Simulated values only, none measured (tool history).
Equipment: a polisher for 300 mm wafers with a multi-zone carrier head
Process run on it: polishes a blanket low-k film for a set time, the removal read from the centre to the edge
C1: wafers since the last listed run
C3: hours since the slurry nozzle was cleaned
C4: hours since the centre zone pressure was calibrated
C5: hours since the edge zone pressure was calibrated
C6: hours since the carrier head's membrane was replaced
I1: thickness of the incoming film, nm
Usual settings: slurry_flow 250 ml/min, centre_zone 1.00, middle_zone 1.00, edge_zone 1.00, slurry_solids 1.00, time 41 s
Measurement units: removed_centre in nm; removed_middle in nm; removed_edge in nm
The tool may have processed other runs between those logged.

{"run": 1, "hour": 0.0, "slurry_flow": 250, "centre_zone": 1.0, "middle_zone": 0.92, "edge_zone": 1.0, "slurry_solids": 1.0, "time": 41, "C1": 0, "wafers polished on this pad": 6053, "C3": 491.3, "C4": 325.2, "C5": 163.8, "C6": 151.2, "I1": 454.5, "removed_centre": 14.8, "removed_middle": 14.0, "removed_edge": 15.0}
{"run": 2, "hour": 89.3, "slurry_flow": 250, "centre_zone": 1.0, "middle_zone": 0.92, "edge_zone": 1.0, "slurry_solids": 1.0, "time": 41, "C1": 1516, "wafers polished on this pad": 7569, "C3": 580.6, "C4": 414.5, "C5": 253.1, "C6": 240.5, "I1": 461.9, "removed_centre": 14.6, "removed_middle": 13.9, "removed_edge": 14.9}
{"hour": 178.6, "done": "slurry nozzle cleaned"}
{"run": 3, "hour": 197.0, "slurry_flow": 250, "centre_zone": 1.0, "middle_zone": 1.0, "edge_zone": 1.0, "slurry_solids": 1.0, "time": 41, "C1": 1811, "wafers polished on this pad": 9381, "C3": 18.4, "C4": 522.2, "C5": 360.8, "C6": 348.2, "I1": 458.8, "removed_centre": 15.1, "removed_middle": 15.0, "removed_edge": 15.0}
{"hour": 213.1, "done": "worn pad replaced by a new one"}
{"run": 4, "hour": 249.1, "slurry_flow": 250, "centre_zone": 1.0, "middle_zone": 1.04, "edge_zone": 1.0, "slurry_solids": 1.0, "time": 41, "C1": 816, "wafers polished on this pad": 610, "C3": 70.5, "C4": 574.3, "C5": 412.9, "C6": 400.3, "I1": 452.5, "removed_centre": 15.0, "removed_middle": 15.2, "removed_edge": 14.8}
{"run": 5, "hour": 301.1, "slurry_flow": 250, "centre_zone": 1.0, "middle_zone": 1.0, "edge_zone": 1.0, "slurry_solids": 1.0, "time": 41, "C1": 882, "wafers polished on this pad": 1493, "C3": 122.5, "C4": 626.3, "C5": 464.9, "C6": 452.3, "I1": 457.1, "removed_centre": 15.2, "removed_middle": 14.8, "removed_edge": 14.9}
{"run": 6, "hour": 391.9, "slurry_flow": 250, "centre_zone": 1.0, "middle_zone": 1.0, "edge_zone": 1.0, "slurry_solids": 1.0, "time": 41, "C1": 1541, "wafers polished on this pad": 3035, "C3": 213.3, "C4": 717.1, "C5": 555.7, "C6": 543.1, "I1": 461.6, "removed_centre": 14.8, "removed_middle": 14.8, "removed_edge": 14.7}
{"hour": 427.8, "done": "centre zone pressure recalibrated"}
{"run": 7, "hour": 464.2, "slurry_flow": 250, "centre_zone": 1.0, "middle_zone": 0.92, "edge_zone": 1.0, "slurry_solids": 1.0, "time": 41, "C1": 1193, "wafers polished on this pad": 4229, "C3": 285.6, "C4": 36.4, "C5": 628.0, "C6": 615.4, "I1": 463.8, "removed_centre": 14.9, "removed_middle": 14.0, "removed_edge": 15.0}
{"run": 8, "hour": 502.1, "slurry_flow": 250, "centre_zone": 1.05, "middle_zone": 1.0, "edge_zone": 1.0, "slurry_solids": 1.2, "time": 51, "C1": 643, "wafers polished on this pad": 4872, "C3": 323.5, "C4": 74.3, "C5": 665.9, "C6": 653.3, "I1": 460.6, "removed_centre": 19.9, "removed_middle": 19.7, "removed_edge": 19.5}
{"hour": 543.3, "done": "edge zone pressure recalibrated"}
{"run": 9, "hour": 565.1, "slurry_flow": 250, "centre_zone": 1.05, "middle_zone": 1.0, "edge_zone": 1.0, "slurry_solids": 1.0, "time": 46, "C1": 1035, "wafers polished on this pad": 5908, "C3": 386.5, "C4": 137.3, "C5": 21.8, "C6": 716.3, "I1": 461.0, "removed_centre": 16.9, "removed_middle": 16.9, "removed_edge": 16.6}
{"run": 10, "hour": 655.4, "slurry_flow": 205, "centre_zone": 1.06, "middle_zone": 1.0, "edge_zone": 1.0, "slurry_solids": 1.15, "time": 41, "C1": 1533, "wafers polished on this pad": 7441, "C3": 476.8, "C4": 227.6, "C5": 112.1, "C6": 806.6, "I1": 461.9, "removed_centre": 15.9, "removed_middle": 15.4, "removed_edge": 15.3}
{"run": 11, "hour": 730.1, "slurry_flow": 250, "centre_zone": 1.0, "middle_zone": 0.9, "edge_zone": 1.0, "slurry_solids": 1.0, "time": 41, "C1": 1268, "wafers polished on this pad": 8710, "C3": 551.5, "C4": 302.3, "C5": 186.8, "C6": 881.3, "I1": 463.2, "removed_centre": 14.9, "removed_middle": 13.7, "removed_edge": 15.1}
{"hour": 746.2, "done": "worn pad replaced by a new one"}
{"hour": 919.4, "done": "slurry nozzle cleaned"}
{"run": 12, "hour": 1004.1, "slurry_flow": 295, "centre_zone": 1.1, "middle_zone": 1.0, "edge_zone": 1.04, "slurry_solids": 0.8, "time": 41, "C1": 4567, "wafers polished on this pad": 4361, "C3": 84.7, "C4": 576.3, "C5": 460.8, "C6": 1155.3, "I1": 461.4, "removed_centre": 14.9, "removed_middle": 14.0, "removed_edge": 14.4}
{"hour": 1085.7, "done": "carrier head's membrane replaced by a new one"}
{"hour": 1112.0, "done": "centre zone pressure recalibrated"}
{"run": 13, "hour": 1120.1, "slurry_flow": 250, "centre_zone": 1.0, "middle_zone": 1.0, "edge_zone": 1.0, "slurry_solids": 1.0, "time": 41, "C1": 1850, "wafers polished on this pad": 6212, "C3": 200.7, "C4": 8.1, "C5": 576.8, "C6": 34.4, "I1": 462.8, "removed_centre": 14.6, "removed_middle": 15.0, "removed_edge": 14.6}
{"run": 14, "hour": 1179.8, "slurry_flow": 250, "centre_zone": 1.0, "middle_zone": 1.0, "edge_zone": 1.0, "slurry_solids": 1.0, "time": 41, "C1": 1013, "wafers polished on this pad": 7226, "C3": 260.4, "C4": 67.8, "C5": 636.5, "C6": 94.1, "I1": 463.1, "removed_centre": 15.0, "removed_middle": 14.9, "removed_edge": 14.9}
{"run": 15, "hour": 1231.9, "slurry_flow": 330, "centre_zone": 0.89, "middle_zone": 1.0, "edge_zone": 1.0, "slurry_solids": 1.15, "time": 41, "C1": 884, "wafers polished on this pad": 8111, "C3": 312.5, "C4": 119.9, "C5": 688.6, "C6": 146.2, "I1": 462.3, "removed_centre": 14.8, "removed_middle": 16.1, "removed_edge": 15.7}
{"hour": 1258.6, "done": "worn pad replaced by a new one"}
{"run": 16, "hour": 1295.5, "slurry_flow": 250, "centre_zone": 1.08, "middle_zone": 1.1, "edge_zone": 1.0, "slurry_solids": 0.85, "time": 53, "C1": 1011, "wafers polished on this pad": 626, "C3": 376.1, "C4": 183.5, "C5": 752.2, "C6": 209.8, "I1": 467.3, "removed_centre": 19.2, "removed_middle": 19.8, "removed_edge": 18.3}
{"hour": 1303.3, "done": "edge zone pressure recalibrated"}
{"run": 17, "hour": 1395.8, "slurry_flow": 250, "centre_zone": 1.0, "middle_zone": 1.0, "edge_zone": 1.0, "slurry_solids": 1.25, "time": 41, "C1": 1669, "wafers polished on this pad": 2295, "C3": 476.4, "C4": 283.8, "C5": 92.5, "C6": 310.1, "I1": 464.9, "removed_centre": 16.1, "removed_middle": 15.9, "removed_edge": 16.1}
{"run": 18, "hour": 1454.2, "slurry_flow": 250, "centre_zone": 1.0, "middle_zone": 1.0, "edge_zone": 1.0, "slurry_solids": 1.0, "time": 37, "C1": 991, "wafers polished on this pad": 3286, "C3": 534.8, "C4": 342.2, "C5": 150.9, "C6": 368.5, "I1": 463.2, "removed_centre": 13.3, "removed_middle": 13.6, "removed_edge": 13.4}
{"run": 19, "hour": 1528.7, "slurry_flow": 250, "centre_zone": 1.11, "middle_zone": 1.0, "edge_zone": 1.0, "slurry_solids": 1.2, "time": 27, "C1": 1264, "wafers polished on this pad": 4551, "C3": 609.3, "C4": 416.7, "C5": 225.4, "C6": 443.0, "I1": 463.9, "removed_centre": 11.1, "removed_middle": 10.4, "removed_edge": 10.4}
{"hour": 1561.2, "done": "slurry nozzle cleaned"}
{"run": 20, "hour": 1624.3, "slurry_flow": 305, "centre_zone": 1.0, "middle_zone": 1.0, "edge_zone": 1.0, "slurry_solids": 1.0, "time": 48, "C1": 1606, "wafers polished on this pad": 6158, "C3": 63.1, "C4": 512.3, "C5": 321.0, "C6": 538.6, "I1": 468.4, "removed_centre": 17.8, "removed_middle": 17.7, "removed_edge": 17.7}

What if the next run were any one of these 5? Each begins from the tool's condition after run 20:
{"run": "A", "hour": 1624.7, "slurry_flow": 250, "centre_zone": 1.0, "middle_zone": 1.0, "edge_zone": 1.0, "slurry_solids": 1.0, "time": 41, "C1": 6, "wafers polished on this pad": 6164, "C3": 63.5, "C4": 512.7, "C5": 321.4, "C6": 539.0, "I1": 463.6, "removed_centre": "?", "removed_middle": "?", "removed_edge": "?"}
{"run": "B", "hour": 1624.7, "slurry_flow": 250, "centre_zone": 1.0, "middle_zone": 1.06, "edge_zone": 1.0, "slurry_solids": 1.0, "time": 54, "C1": 6, "wafers polished on this pad": 6164, "C3": 63.5, "C4": 512.7, "C5": 321.4, "C6": 539.0, "I1": 463.6, "removed_centre": "?", "removed_middle": "?", "removed_edge": "?"}
{"run": "C", "hour": 1624.7, "slurry_flow": 250, "centre_zone": 1.0, "middle_zone": 1.0, "edge_zone": 1.06, "slurry_solids": 1.0, "time": 33, "C1": 6, "wafers polished on this pad": 6164, "C3": 63.5, "C4": 512.7, "C5": 321.4, "C6": 539.0, "I1": 463.6, "removed_centre": "?", "removed_middle": "?", "removed_edge": "?"}
{"run": "D", "hour": 1624.7, "slurry_flow": 250, "centre_zone": 1.07, "middle_zone": 1.0, "edge_zone": 1.04, "slurry_solids": 1.0, "time": 41, "C1": 6, "wafers polished on this pad": 6164, "C3": 63.5, "C4": 512.7, "C5": 321.4, "C6": 539.0, "I1": 463.6, "removed_centre": "?", "removed_middle": "?", "removed_edge": "?"}
{"run": "E", "hour": 1624.7, "slurry_flow": 250, "centre_zone": 1.0, "middle_zone": 0.91, "edge_zone": 1.0, "slurry_solids": 0.75, "time": 41, "C1": 6, "wafers polished on this pad": 6164, "C3": 63.5, "C4": 512.7, "C5": 321.4, "C6": 539.0, "I1": 463.6, "removed_centre": "?", "removed_middle": "?", "removed_edge": "?"}

run=A removed_centre=14.9 removed_middle=14.9 removed_edge=14.9
run=B removed_centre=19.7 removed_middle=20.7 removed_edge=19.6
run=C removed_centre=12.0 removed_middle=12.0 removed_edge=12.3
run=D removed_centre=15.7 removed_middle=14.9 removed_edge=15.1
run=E removed_centre=13.5 removed_middle=12.5 removed_edge=13.6
With the hidden condition removed and each run's random variation left untouched, the same runs would have given:
run=A removed_centre=14.9 removed_middle=14.9 removed_edge=14.9
run=B removed_centre=19.7 removed_middle=20.7 removed_edge=19.6
run=C removed_centre=12.0 removed_middle=12.0 removed_edge=12.3
run=D removed_centre=15.7 removed_middle=14.9 removed_edge=15.1
run=E removed_centre=13.5 removed_middle=12.5 removed_edge=13.6

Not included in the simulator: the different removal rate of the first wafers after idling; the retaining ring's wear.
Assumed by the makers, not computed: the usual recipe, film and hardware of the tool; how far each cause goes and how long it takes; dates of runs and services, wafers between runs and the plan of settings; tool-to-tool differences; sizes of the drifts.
